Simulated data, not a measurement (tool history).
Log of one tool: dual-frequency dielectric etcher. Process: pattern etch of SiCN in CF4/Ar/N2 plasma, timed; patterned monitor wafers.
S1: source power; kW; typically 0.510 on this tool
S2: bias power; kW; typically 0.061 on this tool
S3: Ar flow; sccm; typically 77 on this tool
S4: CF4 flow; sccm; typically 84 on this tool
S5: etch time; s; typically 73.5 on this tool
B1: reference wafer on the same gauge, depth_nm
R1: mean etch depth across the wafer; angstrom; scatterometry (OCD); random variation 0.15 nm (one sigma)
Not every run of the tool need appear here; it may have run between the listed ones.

run   hour     S1     S2  S3   S4    S5    B1   R1
  1    0.0  0.470  0.068  69   84  66.5  59.2  646
  2   19.8  0.440  0.055  77   93  73.5  59.3  621
  3   58.0  0.510  0.061  94   84  73.5  59.3  712
  4   79.1  0.510  0.061  77   84  61.5  59.3  609
  5  108.6  0.510  0.061  77   84  73.5  59.2  725
  6  120.9  0.470  0.068  69   84  66.5  59.3  649
  7  138.6  0.510  0.061  96  102  73.5  59.3  730
  8  166.8  0.510  0.061  77   84  73.5  59.3  729
  9  180.2  0.510  0.070  94   78  73.5  59.3  747
 10  196.6  0.400  0.061  84   84  68.0  59.3  541
 11  227.9  0.410  0.061  77   84  73.5  59.3  604
 12  240.5  0.510  0.061  68   67  73.5  59.3  715
 13  276.4  0.510  0.048  77   84  73.5  59.3  658
 14  311.5  0.510  0.049  86  105  61.0  59.3  563
 15  330.9  0.620  0.061  77   84  73.5  59.3  862
 16  345.6  0.610  0.052  96   84  51.5  59.3  544
 17  363.3  0.510  0.061  77   84  93.0  59.2  919
 18  377.4  0.510  0.075  86   84  73.5  59.3  785
 19  402.8  0.390  0.061  77   84  93.0  59.3  731
 20  438.0  0.480  0.061  87  104  84.5  59.2  805

Put back what was entered between runs (3 entries, withheld): which listed runs does each sit between, and how does the hidden state differ from the listed run before to the listed run after?
Run 2 -> run 3: upper electrode replaced (hour 57.5)
  no hidden state differs between the two runs
Run 4 -> run 5: gauge calibrated (hour 96.9)
  no hidden state differs between the two runs
Run 19 -> run 20: wet clean of the chamber (hour 437.5)
  no hidden state differs between the two runs
